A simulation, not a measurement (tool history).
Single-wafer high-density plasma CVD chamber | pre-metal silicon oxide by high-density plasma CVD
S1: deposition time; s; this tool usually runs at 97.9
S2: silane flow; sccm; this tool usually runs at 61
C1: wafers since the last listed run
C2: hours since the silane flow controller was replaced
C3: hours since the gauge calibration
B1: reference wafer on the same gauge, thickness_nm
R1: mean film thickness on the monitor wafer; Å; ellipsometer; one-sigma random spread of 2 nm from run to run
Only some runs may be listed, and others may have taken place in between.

run     day     S1  S2    C1      C2      C3       B1       R1
  1   0.000  102.0  70     0  3307.6  1241.0  634.996  7030.88
  2  11.517  102.0  70  3589  3584.0  1517.4  634.632  7021.23
  3  13.025   82.5  64   470  3620.2  1553.6  634.983  5218.96
  4  14.933   82.5  64   594  3666.0  1599.4  634.316  5191.67
  5  16.492   82.5  64   485  3703.4  1636.8  635.172  5206.50
  6  19.675   86.7  61   992  3779.8  1713.2  635.299  5234.29
  7  22.267   97.9  61   807  3842.0  1775.4  635.402  5912.81
  8  25.025   97.9  61   859  3908.2  1841.6  635.690  5898.26
  9  27.433   97.9  61   750  3966.0  1899.4  635.179  5942.35
 10  31.896   97.9  61  1390  4073.1  2006.5  634.815  5933.85
 11  37.833   97.9  61  1850  4215.6  2149.0  634.793  5915.42
     40.383  -- gauge calibrated
 12  41.442   97.9  61  1124  4302.2    25.4  634.753  5922.03
 13  44.417   97.9  61   927  4373.6    96.8  635.154  5919.16
 14  47.604   97.9  61   993  4450.1   173.3  634.237  5921.37
 15  49.775   86.5  64   676  4502.2   225.4  634.761  5473.03
 16  52.733   79.3  55   922  4573.2   296.4  634.199  4329.00
     57.275  -- silane flow controller replaced
 17  57.296   97.9  61  1318     0.5   405.9  635.409  5712.67
 18  60.562   86.6  49  1018    78.9   484.3  635.029  4055.57
 19  63.879   97.9  61  1033   158.5   563.9  635.106  5744.38
 20  66.088  104.2  71   688   211.5   616.9  635.491  7114.67
 21  68.400   82.5  64   720   267.0   672.4  635.147  5063.18
 22  71.167   97.9  61   862   333.4   738.8  634.642  5713.62
 23  73.825   97.9  61   828   397.2   802.6  634.633  5750.55
 24  75.829  112.4  55   624   445.3   850.7  634.520  5987.34
 25  79.100   85.4  61  1019   523.8   929.2  634.728  5028.27
 26  82.317   85.6  67  1002   601.0  1006.4  634.654  5539.64
 27  86.408  107.4  71  1275   699.2  1104.6  635.236  7373.13
 28  88.133  107.6  52   537   740.6  1146.0  634.548  5421.92

Forecast each of these 4 alternatives for the next run:
  A  88.150   82.8  61   5  741.0  1146.4   ?   ?
  B  88.150  107.4  69   5  741.0  1146.4   ?   ?
  C  88.150  108.0  49   5  741.0  1146.4   ?   ?
  D  88.150  106.7  68   5  741.0  1146.4   ?   ?

run       B1       R1
  A  635.317  4870.32
  B  635.317  7145.80
  C  635.317  5102.91
  D  635.317  6996.34
Without the tool's unlogged condition, the same runs would have read:
run       R1
  A  4796.68
  B  7037.75
  C  5025.74
  D  6890.55
